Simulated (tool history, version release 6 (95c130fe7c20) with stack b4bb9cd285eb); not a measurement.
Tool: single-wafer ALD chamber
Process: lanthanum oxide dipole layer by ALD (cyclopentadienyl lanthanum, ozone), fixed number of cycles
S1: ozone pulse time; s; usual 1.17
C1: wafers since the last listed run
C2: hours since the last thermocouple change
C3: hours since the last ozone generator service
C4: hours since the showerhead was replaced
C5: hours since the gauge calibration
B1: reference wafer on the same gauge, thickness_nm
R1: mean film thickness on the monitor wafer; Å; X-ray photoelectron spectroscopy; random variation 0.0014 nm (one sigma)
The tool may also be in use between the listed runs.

run   hour    S1    C1      C2     C3      C4     C5     B1    R1
  1      0  0.91     0   875.2  241.8    3994  386.4  0.471     5
  2   26.1  0.91   503   901.3  267.9  4020.1  412.5  0.471  4.99
  3  103.3  0.91  1487   978.5  345.1  4097.3  489.7  0.471  4.98
  4  120.5  0.95   331   995.7  362.3  4114.5  506.9  0.471  5.07
  5  140.8  0.95   391    1016  382.6  4134.8  527.2  0.471  5.06
  6  168.7   0.9   537  1043.9  410.5  4162.7  555.1  0.471  4.96
  7  203.1  1.17   663  1078.3  444.9  4197.1  589.5  0.471  5.43
  8  218.4  1.17   294  1093.6  460.2  4212.4  604.8  0.471  5.42
  9    232  1.17   262  1107.2  473.8    4226  618.4  0.471  5.42
 10  244.4  1.43   238  1119.6  486.2  4238.4  630.8  0.471  5.73
 11  298.3  1.43  1038  1173.5  540.1  4292.3  684.7  0.471  5.74
 12  322.1  1.43   458  1197.3  563.9  4316.1  708.5  0.471  5.72
 13  339.2  1.39   329  1214.4    581  4333.2  725.6  0.471  5.68
     350.6  -- gauge calibrated
     372.4  -- showerhead replaced
 14  372.9  1.17   495  1248.1  614.7     0.5   22.3  0.471  5.45
 15  383.4  1.17   202  1258.6  625.2      11   32.8  0.471  5.42
 16  403.7  1.17   391  1278.9  645.5    31.3   53.1  0.471  5.43
 17  428.8  1.03   483    1304  670.6    56.4   78.2  0.471  5.19
       448  -- ozone generator serviced
 18  448.5  1.33   225  1323.7    0.5    76.1   97.9  0.471  5.73
 19  457.8  1.17   179    1333    9.8    85.4  107.2  0.471  5.55
 20    470  1.52   235  1345.2     22    97.6  119.4  0.471  5.86
     492.2  -- thermocouple changed; heater temperature recalibrated
 21  492.7  1.57   283     0.5   44.7   120.3  142.1  0.471  5.89
 22  502.7   0.8   192    10.5   54.7   130.3  152.1  0.471  4.79
 23  518.5  1.38   304    26.3   70.5   146.1  167.9  0.471  5.75
 24  550.4   1.4   614    58.2  102.4     178  199.8  0.471  5.77
 25  576.5  0.78   503    84.3  128.5   204.1  225.9  0.471  4.67
 26  593.8  1.17   333   101.6  145.8   221.4  243.2  0.471   5.5
 27  608.3  1.47   279   116.1  160.3   235.9  257.7  0.471   5.8
 28  623.9     1   300   131.7  175.9   251.5  273.3  0.471  5.23
 29    652  1.42   541   159.8    204   279.6  301.4  0.471  5.73
 30  679.8  0.97   535   187.6  231.8   307.4  329.2  0.471  5.15

The same runs without the tool's hidden state, with the same run-to-run variation:
The hidden state here: wafer temperature above the value expected at the setpoint (K); ozone dose above that of a generator just serviced (%); gauge reads high (%).
run    R1
  1  5.11
  2   5.1
  3  5.11
  4  5.19
  5  5.19
  6   5.1
  7  5.54
  8  5.53
  9  5.53
 10  5.82
 11  5.82
 12  5.81
 13  5.77
 14  5.57
 15  5.54
 16  5.55
 17  5.34
 18  5.74
 19  5.56
 20  5.87
 21   5.9
 22  4.83
 23  5.78
 24   5.8
 25  4.74
 26  5.55
 27  5.84
 28  5.31
 29  5.78
 30  5.24

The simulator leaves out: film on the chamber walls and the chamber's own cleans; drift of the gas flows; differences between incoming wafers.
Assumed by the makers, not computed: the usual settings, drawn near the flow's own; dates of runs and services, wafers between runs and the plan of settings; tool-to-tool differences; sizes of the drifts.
